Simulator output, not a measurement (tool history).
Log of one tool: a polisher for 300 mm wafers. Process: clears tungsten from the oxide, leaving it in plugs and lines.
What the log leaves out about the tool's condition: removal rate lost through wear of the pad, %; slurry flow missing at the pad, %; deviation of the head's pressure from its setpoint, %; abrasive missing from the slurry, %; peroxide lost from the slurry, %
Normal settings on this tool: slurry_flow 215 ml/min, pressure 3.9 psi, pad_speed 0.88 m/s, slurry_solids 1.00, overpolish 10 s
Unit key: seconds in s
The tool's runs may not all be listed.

| run | hour | slurry_flow | pressure | pad_speed | slurry_solids | overpolish | wafers since the last listed run | wafers polished on this pad | hours since the slurry nozzle was cleaned | hours since the head pressure was calibrated | hours since the slurry blender was calibrated | hours since the slurry got fresh peroxide | incoming thickness of the incoming film, nm | seconds |
|---|---|---|---|---|---|---|---|---|---|---|---|---|---|---|
| 1 | 0.0 | 215 | 3.9 | 0.88 | 1.00 | 10 | 0 | 49 | 237.0 | 783.1 | 140.3 | 6.8 | 459.9 | 123.3 |
|  | 2.0 | slurry nozzle cleaned |
|  | 13.2 | slurry blender recalibrated |
| 2 | 15.4 | 215 | 3.9 | 0.78 | 1.00 | 10 | 79 | 129 | 13.4 | 798.5 | 2.2 | 22.2 | 449.0 | 134.1 |
| 3 | 45.7 | 215 | 3.9 | 0.88 | 1.00 | 10 | 194 | 323 | 43.7 | 828.8 | 32.5 | 52.5 | 449.9 | 133.8 |
| 4 | 53.7 | 215 | 3.9 | 0.88 | 1.00 | 10 | 51 | 374 | 51.7 | 836.8 | 40.5 | 60.5 | 449.9 | 131.8 |
| 5 | 60.4 | 215 | 3.9 | 0.88 | 1.00 | 10 | 43 | 417 | 58.4 | 843.5 | 47.2 | 67.2 | 461.6 | 138.2 |
| 6 | 67.7 | 215 | 3.9 | 0.88 | 1.00 | 10 | 46 | 464 | 65.7 | 850.8 | 54.5 | 74.5 | 446.5 | 134.4 |
| 7 | 80.5 | 255 | 3.9 | 0.88 | 1.00 | 10 | 82 | 546 | 78.5 | 863.6 | 67.3 | 87.3 | 451.6 | 136.1 |
| 8 | 88.0 | 255 | 3.9 | 0.88 | 1.00 | 10 | 48 | 595 | 86.0 | 871.1 | 74.8 | 94.8 | 459.7 | 135.6 |
|  | 89.8 | slurry tank refilled with fresh slurry and peroxide |
| 9 | 97.4 | 255 | 3.9 | 0.88 | 1.00 | 10 | 53 | 649 | 95.4 | 880.5 | 84.2 | 7.6 | 458.7 | 130.1 |
| 10 | 112.0 | 215 | 3.9 | 0.88 | 1.00 | 6 | 93 | 742 | 110.0 | 895.1 | 98.8 | 22.2 | 451.1 | 135.9 |
|  | 124.2 | worn pad replaced by a new one |
|  | 133.1 | head pressure recalibrated |
| 11 | 160.9 | 215 | 3.9 | 0.88 | 1.00 | 6 | 275 | 222 | 158.9 | 27.8 | 147.7 | 71.1 | 447.0 | 132.2 |
| 12 | 173.7 | 215 | 3.9 | 0.88 | 1.00 | 10 | 82 | 304 | 171.7 | 40.6 | 160.5 | 83.9 | 451.5 | 132.8 |
|  | 186.2 | slurry tank refilled with fresh slurry and peroxide |
|  | 190.9 | slurry blender recalibrated |
| 13 | 200.2 | 190 | 3.9 | 0.88 | 1.00 | 10 | 150 | 455 | 198.2 | 67.1 | 9.3 | 14.0 | 460.6 | 129.2 |
| 14 | 216.4 | 190 | 3.9 | 0.88 | 1.25 | 14 | 103 | 559 | 214.4 | 83.3 | 25.5 | 30.2 | 459.1 | 128.4 |
| 15 | 230.7 | 150 | 3.9 | 0.70 | 1.20 | 5 | 91 | 651 | 228.7 | 97.6 | 39.8 | 44.5 | 460.5 | 160.1 |
|  | 241.0 | slurry nozzle cleaned |
| 16 | 241.5 | 215 | 3.9 | 0.88 | 1.00 | 10 | 62 | 714 | 0.5 | 108.4 | 50.6 | 55.3 | 454.7 | 138.8 |
| 17 | 254.4 | 145 | 3.9 | 0.88 | 1.25 | 10 | 82 | 797 | 13.4 | 121.3 | 63.5 | 68.2 | 455.9 | 145.5 |
|  | 275.2 | worn pad replaced by a new one |
| 18 | 275.7 | 215 | 3.9 | 0.88 | 1.00 | 10 | 111 | 2 | 34.7 | 142.6 | 84.8 | 89.5 | 455.8 | 129.5 |
| 19 | 289.0 | 290 | 3.9 | 0.88 | 1.00 | 10 | 85 | 88 | 48.0 | 155.9 | 98.1 | 102.8 | 456.4 | 126.8 |
|  | 295.0 | slurry tank refilled with fresh slurry and peroxide |
| 20 | 303.2 | 215 | 5.0 | 0.88 | 1.00 | 10 | 84 | 173 | 62.2 | 170.1 | 112.3 | 8.2 | 460.1 | 98.0 |
| 21 | 318.4 | 255 | 5.0 | 0.88 | 1.00 | 7 | 97 | 270 | 77.4 | 185.3 | 127.5 | 23.4 | 450.3 | 96.3 |
| 22 | 332.1 | 215 | 4.4 | 0.88 | 1.00 | 10 | 87 | 358 | 91.1 | 199.0 | 141.2 | 37.1 | 457.4 | 118.7 |
| 23 | 347.3 | 215 | 3.9 | 0.88 | 1.00 | 10 | 97 | 456 | 106.3 | 214.2 | 156.4 | 52.3 | 454.3 | 132.0 |
| 24 | 360.4 | 255 | 3.9 | 0.88 | 1.00 | 10 | 84 | 540 | 119.4 | 227.3 | 169.5 | 65.4 | 456.6 | 130.8 |
|  | 363.6 | slurry blender recalibrated |
| 25 | 370.3 | 215 | 3.9 | 0.88 | 1.00 | 10 | 50 | 590 | 129.3 | 237.2 | 6.7 | 75.3 | 452.6 | 135.8 |

What if the next run were any one of these 4? Each begins from the tool's condition after run 25:
| A | 370.8 | 215 | 3.9 | 0.88 | 1.00 | 10 | 3 | 594 | 129.8 | 237.7 | 7.2 | 75.8 | 448.2 | ? |
| B | 370.8 | 275 | 3.9 | 0.60 | 1.20 | 13 | 3 | 594 | 129.8 | 237.7 | 7.2 | 75.8 | 448.2 | ? |
| C | 370.8 | 215 | 3.5 | 0.88 | 1.00 | 10 | 3 | 594 | 129.8 | 237.7 | 7.2 | 75.8 | 448.2 | ? |
| D | 370.8 | 215 | 5.1 | 0.88 | 1.00 | 10 | 3 | 594 | 129.8 | 237.7 | 7.2 | 75.8 | 448.2 | ? |

| run | seconds |
|---|---|
| A | 138.1 |
| B | 161.5 |
| C | 153.8 |
| D | 105.6 |
What these runs would have given with no unlogged condition in the tool:
| run | seconds |
|---|---|
| A | 120.5 |
| B | 141.0 |
| C | 134.3 |
| D | 92.2 |

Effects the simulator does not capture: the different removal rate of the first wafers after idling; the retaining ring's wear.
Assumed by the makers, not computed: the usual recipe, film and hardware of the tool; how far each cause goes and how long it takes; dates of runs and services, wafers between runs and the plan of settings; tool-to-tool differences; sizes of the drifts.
